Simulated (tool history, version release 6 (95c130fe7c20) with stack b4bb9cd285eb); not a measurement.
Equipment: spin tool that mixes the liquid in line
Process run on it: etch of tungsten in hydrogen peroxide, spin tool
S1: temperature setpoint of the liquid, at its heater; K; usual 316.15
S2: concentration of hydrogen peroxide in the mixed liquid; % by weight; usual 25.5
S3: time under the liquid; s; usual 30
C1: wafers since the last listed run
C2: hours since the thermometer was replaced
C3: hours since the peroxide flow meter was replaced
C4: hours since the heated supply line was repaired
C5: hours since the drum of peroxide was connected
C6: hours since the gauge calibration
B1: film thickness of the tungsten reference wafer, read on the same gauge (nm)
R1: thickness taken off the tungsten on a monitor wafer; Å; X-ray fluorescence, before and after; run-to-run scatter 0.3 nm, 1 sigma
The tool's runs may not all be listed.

run 1 day=0.000 | S1=316.15 S2=25.5 S3=30 | C1=0 C2=1770.9 C3=1682.9 C4=3901.3 C5=295.4 C6=2485.2 | B1=30.00 | R1=438.8
run 2 day=2.158 | S1=316.15 S2=25.5 S3=30 | C1=613 C2=1822.7 C3=1734.7 C4=3953.1 C5=347.2 C6=2537.0 | B1=29.99 | R1=435.0
run 3 day=3.238 | S1=320.15 S2=25.5 S3=25 | C1=306 C2=1848.6 C3=1760.6 C4=3979.0 C5=373.1 C6=2562.9 | B1=30.00 | R1=472.3
run 4 day=4.583 | S1=313.65 S2=30.0 S3=30 | C1=382 C2=1880.9 C3=1792.9 C4=4011.3 C5=405.4 C6=2595.2 | B1=30.01 | R1=404.8
run 5 day=5.646 | S1=322.15 S2=30.0 S3=30 | C1=302 C2=1906.4 C3=1818.4 C4=4036.8 C5=430.9 C6=2620.7 | B1=30.01 | R1=699.3
run 6 day=7.862 | S1=316.15 S2=30.0 S3=15 | C1=630 C2=1959.6 C3=1871.6 C4=4090.0 C5=484.1 C6=2673.9 | B1=30.01 | R1=238.9
run 7 day=10.708 | S1=319.15 S2=28.0 S3=40 | C1=809 C2=2027.9 C3=1939.9 C4=4158.3 C5=552.4 C6=2742.2 | B1=29.98 | R1=760.1
-- day=10.829 new drum of peroxide connected
-- day=10.879 heated supply line repaired
-- day=12.029 gauge calibrated
run 8 day=12.896 | S1=324.15 S2=20.0 S3=35 | C1=598 C2=2080.4 C3=1992.4 C4=48.4 C5=49.6 C6=20.8 | B1=30.01 | R1=762.7
run 9 day=14.742 | S1=320.65 S2=22.5 S3=40 | C1=525 C2=2124.7 C3=2036.7 C4=92.7 C5=93.9 C6=65.1 | B1=29.99 | R1=742.1
run 10 day=17.379 | S1=316.15 S2=25.5 S3=45 | C1=750 C2=2188.0 C3=2100.0 C4=156.0 C5=157.2 C6=128.4 | B1=30.01 | R1=674.2
-- day=19.088 peroxide flow meter replaced
run 11 day=19.183 | S1=323.15 S2=28.0 S3=15 | C1=501 C2=2231.3 C3=2.3 C4=199.3 C5=200.5 C6=171.7 | B1=30.00 | R1=358.3
run 12 day=21.879 | S1=321.65 S2=25.5 S3=45 | C1=766 C2=2296.0 C3=67.0 C4=264.0 C5=265.2 C6=236.4 | B1=30.03 | R1=930.1
run 13 day=23.229 | S1=316.15 S2=25.5 S3=50 | C1=383 C2=2328.4 C3=99.4 C4=296.4 C5=297.6 C6=268.8 | B1=30.01 | R1=742.8
run 14 day=25.583 | S1=316.15 S2=25.5 S3=30 | C1=669 C2=2384.9 C3=155.9 C4=352.9 C5=354.1 C6=325.3 | B1=29.98 | R1=449.4
run 15 day=28.238 | S1=316.15 S2=25.5 S3=30 | C1=754 C2=2448.6 C3=219.6 C4=416.6 C5=417.8 C6=389.0 | B1=30.00 | R1=455.5
run 16 day=29.512 | S1=319.15 S2=30.0 S3=30 | C1=362 C2=2479.2 C3=250.2 C4=447.2 C5=448.4 C6=419.6 | B1=29.99 | R1=593.8
-- day=30.429 thermometer replaced
-- day=32.383 new drum of peroxide connected
run 17 day=35.175 | S1=316.15 S2=25.5 S3=15 | C1=1586 C2=113.9 C3=386.1 C4=583.1 C5=67.0 C6=555.5 | B1=30.02 | R1=205.8
run 18 day=37.588 | S1=323.15 S2=25.5 S3=30 | C1=686 C2=171.8 C3=444.0 C4=641.0 C5=124.9 C6=613.4 | B1=30.00 | R1=639.3
run 19 day=39.688 | S1=308.15 S2=25.5 S3=15 | C1=597 C2=222.2 C3=494.4 C4=691.4 C5=175.3 C6=663.8 | B1=29.99 | R1=122.9
run 20 day=42.425 | S1=309.65 S2=25.5 S3=50 | C1=778 C2=287.9 C3=560.1 C4=757.1 C5=241.0 C6=729.5 | B1=29.99 | R1=450.7
run 21 day=44.004 | S1=306.65 S2=28.0 S3=40 | C1=449 C2=325.8 C3=598.0 C4=795.0 C5=278.9 C6=767.4 | B1=30.02 | R1=309.2
run 22 day=46.950 | S1=316.15 S2=25.5 S3=30 | C1=837 C2=396.5 C3=668.7 C4=865.7 C5=349.6 C6=838.1 | B1=30.00 | R1=416.8
run 23 day=48.842 | S1=323.65 S2=25.5 S3=30 | C1=538 C2=441.9 C3=714.1 C4=911.1 C5=395.0 C6=883.5 | B1=30.00 | R1=664.4
run 24 day=56.325 | S1=316.15 S2=29.5 S3=30 | C1=2128 C2=621.5 C3=893.7 C4=1090.7 C5=574.6 C6=1063.1 | B1=30.00 | R1=447.7
run 25 day=59.079 | S1=316.15 S2=25.5 S3=50 | C1=783 C2=687.6 C3=959.8 C4=1156.8 C5=640.7 C6=1129.2 | B1=29.98 | R1=694.8

Consider 5 possible next runs. They are alternatives, not a sequence: every one starts from the tool as it was left by run 25. What does each give?
run A day=59.096 | S1=316.15 S2=25.5 S3=30 | C1=4 C2=688.0 C3=960.2 C4=1157.2 C5=641.1 C6=1129.6 | B1=? | R1=?
run B day=59.096 | S1=316.15 S2=28.5 S3=30 | C1=4 C2=688.0 C3=960.2 C4=1157.2 C5=641.1 C6=1129.6 | B1=? | R1=?
run C day=59.096 | S1=323.15 S2=25.5 S3=45 | C1=4 C2=688.0 C3=960.2 C4=1157.2 C5=641.1 C6=1129.6 | B1=? | R1=?
run D day=59.096 | S1=319.65 S2=25.5 S3=15 | C1=4 C2=688.0 C3=960.2 C4=1157.2 C5=641.1 C6=1129.6 | B1=? | R1=?
run E day=59.096 | S1=308.15 S2=30.0 S3=40 | C1=4 C2=688.0 C3=960.2 C4=1157.2 C5=641.1 C6=1129.6 | B1=? | R1=?

run=A B1=30.00 R1=424.9
run=B B1=30.00 R1=449.1
run=C B1=30.00 R1=985.9
run=D B1=30.00 R1=264.8
run=E B1=30.00 R1=364.2
The same runs, with their run-to-run variation unchanged, on a tool lacking any hidden condition would have given:
run=A R1=414.9
run=B R1=438.7
run=C R1=963.8
run=D R1=258.8
run=E R1=355.3
